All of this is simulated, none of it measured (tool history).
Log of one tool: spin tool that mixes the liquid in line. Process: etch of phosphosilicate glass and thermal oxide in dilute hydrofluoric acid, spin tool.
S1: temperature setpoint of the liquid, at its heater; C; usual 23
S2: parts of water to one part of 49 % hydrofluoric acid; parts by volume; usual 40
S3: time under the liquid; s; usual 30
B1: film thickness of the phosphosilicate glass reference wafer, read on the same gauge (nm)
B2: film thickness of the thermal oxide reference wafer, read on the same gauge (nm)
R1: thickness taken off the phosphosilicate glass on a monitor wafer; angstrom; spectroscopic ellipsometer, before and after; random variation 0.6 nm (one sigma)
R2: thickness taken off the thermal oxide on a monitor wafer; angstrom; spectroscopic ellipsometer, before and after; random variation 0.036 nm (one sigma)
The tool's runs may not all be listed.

{"run": 1, "hour": 0.0, "S1": 23, "S2": 40, "S3": 30, "B1": 150.01, "B2": 99.979, "R1": 745.8, "R2": 37.71}
{"hour": 59.1, "done": "gauge calibrated"}
{"run": 2, "hour": 69.5, "S1": 20.5, "S2": 40, "S3": 30, "B1": 150, "B2": 99.996, "R1": 665.3, "R2": 34.02}
{"run": 3, "hour": 175.9, "S1": 20.5, "S2": 40, "S3": 30, "B1": 149.99, "B2": 100.014, "R1": 663.2, "R2": 33.91}
{"run": 4, "hour": 235.4, "S1": 19.5, "S2": 40, "S3": 30, "B1": 149.98, "B2": 99.966, "R1": 645.1, "R2": 31.95}
{"hour": 277.2, "done": "thermometer replaced"}
{"run": 5, "hour": 290.5, "S1": 19.5, "S2": 40, "S3": 30, "B1": 149.98, "B2": 99.951, "R1": 633.9, "R2": 32.2}
{"hour": 357.0, "done": "hydrofluoric acid flow meter replaced"}
{"run": 6, "hour": 419.9, "S1": 19.5, "S2": 40, "S3": 30, "B1": 150.01, "B2": 99.98, "R1": 660.1, "R2": 33.28}
{"run": 7, "hour": 460.1, "S1": 23, "S2": 40, "S3": 30, "B1": 149.96, "B2": 100.01, "R1": 760.2, "R2": 38.05}
{"run": 8, "hour": 541.7, "S1": 19, "S2": 30, "S3": 30, "B1": 149.97, "B2": 99.985, "R1": 869, "R2": 43.5}
{"run": 9, "hour": 604.0, "S1": 23, "S2": 25, "S3": 45, "B1": 149.98, "B2": 100.03, "R1": 1870.2, "R2": 93.28}
{"run": 10, "hour": 643.2, "S1": 23, "S2": 40, "S3": 30, "B1": 149.98, "B2": 99.998, "R1": 760.7, "R2": 37.92}
{"run": 11, "hour": 748.1, "S1": 23, "S2": 40, "S3": 30, "B1": 149.98, "B2": 100.057, "R1": 739.3, "R2": 37.83}
{"run": 12, "hour": 796.5, "S1": 21, "S2": 55, "S3": 30, "B1": 150.02, "B2": 99.999, "R1": 492.1, "R2": 24.74}
{"run": 13, "hour": 856.5, "S1": 23, "S2": 60, "S3": 45, "B1": 149.97, "B2": 100.008, "R1": 726.7, "R2": 35.83}
{"run": 14, "hour": 941.2, "S1": 21, "S2": 40, "S3": 30, "B1": 149.98, "B2": 100.049, "R1": 682.6, "R2": 34.16}
{"run": 15, "hour": 990.3, "S1": 23, "S2": 40, "S3": 30, "B1": 150, "B2": 99.945, "R1": 734.4, "R2": 36.54}
{"hour": 1018.3, "done": "hydrofluoric acid flow meter replaced"}
{"run": 16, "hour": 1089.7, "S1": 18, "S2": 45, "S3": 30, "B1": 149.99, "B2": 100.023, "R1": 544.2, "R2": 27.54}
{"hour": 1149.0, "done": "thermometer replaced"}
{"run": 17, "hour": 1401.9, "S1": 19, "S2": 40, "S3": 35, "B1": 149.99, "B2": 99.983, "R1": 735.6, "R2": 36.47}
{"run": 18, "hour": 1499.9, "S1": 21, "S2": 55, "S3": 30, "B1": 149.99, "B2": 99.973, "R1": 488.7, "R2": 24.62}
{"run": 19, "hour": 1593.0, "S1": 23, "S2": 40, "S3": 30, "B1": 150, "B2": 100, "R1": 741.1, "R2": 37.32}
{"run": 20, "hour": 1669.9, "S1": 19.5, "S2": 40, "S3": 30, "B1": 149.99, "B2": 100.015, "R1": 638.7, "R2": 31.74}
{"run": 21, "hour": 1707.8, "S1": 19.5, "S2": 40, "S3": 30, "B1": 149.98, "B2": 99.987, "R1": 637.5, "R2": 31.36}
{"hour": 1712.2, "done": "hydrofluoric acid flow meter replaced"}
{"run": 22, "hour": 1746.2, "S1": 23, "S2": 35, "S3": 20, "B1": 149.97, "B2": 99.991, "R1": 583.2, "R2": 29.65}
{"run": 23, "hour": 1808.9, "S1": 26.5, "S2": 30, "S3": 30, "B1": 149.98, "B2": 99.998, "R1": 1181.6, "R2": 60.6}
{"run": 24, "hour": 1878.9, "S1": 23, "S2": 40, "S3": 45, "B1": 150.05, "B2": 99.98, "R1": 1143.9, "R2": 56.69}

Some steps in R1 between neighbouring runs. How much of each would the tool show without its hidden state too (settings, what came in, random variation), and how much is left for the hidden state, with any gauge scatter that isn't in both results?
The hidden state here: liquid colder than its thermometer reads (K); hydrofluoric acid flow below the setpoint (%); gauge reads high (%).
Run 8 -> 9: S1 19 -> 23, S2 30 -> 25, S3 30 -> 45. R1 +1001.2 angstrom: hidden state -27, all else +1028.2.
Run 9 -> 10: S2 25 -> 40, S3 45 -> 30. R1 -1109.5 angstrom: hidden state +23.7, all else -1133.2.
Run 15 -> 16: S1 23 -> 18, S2 40 -> 45, hydrofluoric acid flow meter replaced. R1 -190.2 angstrom: hidden state +32.3, all else -222.5.
Run 21 -> 22: S1 19.5 -> 23, S2 40 -> 35, S3 30 -> 20, hydrofluoric acid flow meter replaced. R1 -54.3 angstrom: hidden state +30, all else -84.3.

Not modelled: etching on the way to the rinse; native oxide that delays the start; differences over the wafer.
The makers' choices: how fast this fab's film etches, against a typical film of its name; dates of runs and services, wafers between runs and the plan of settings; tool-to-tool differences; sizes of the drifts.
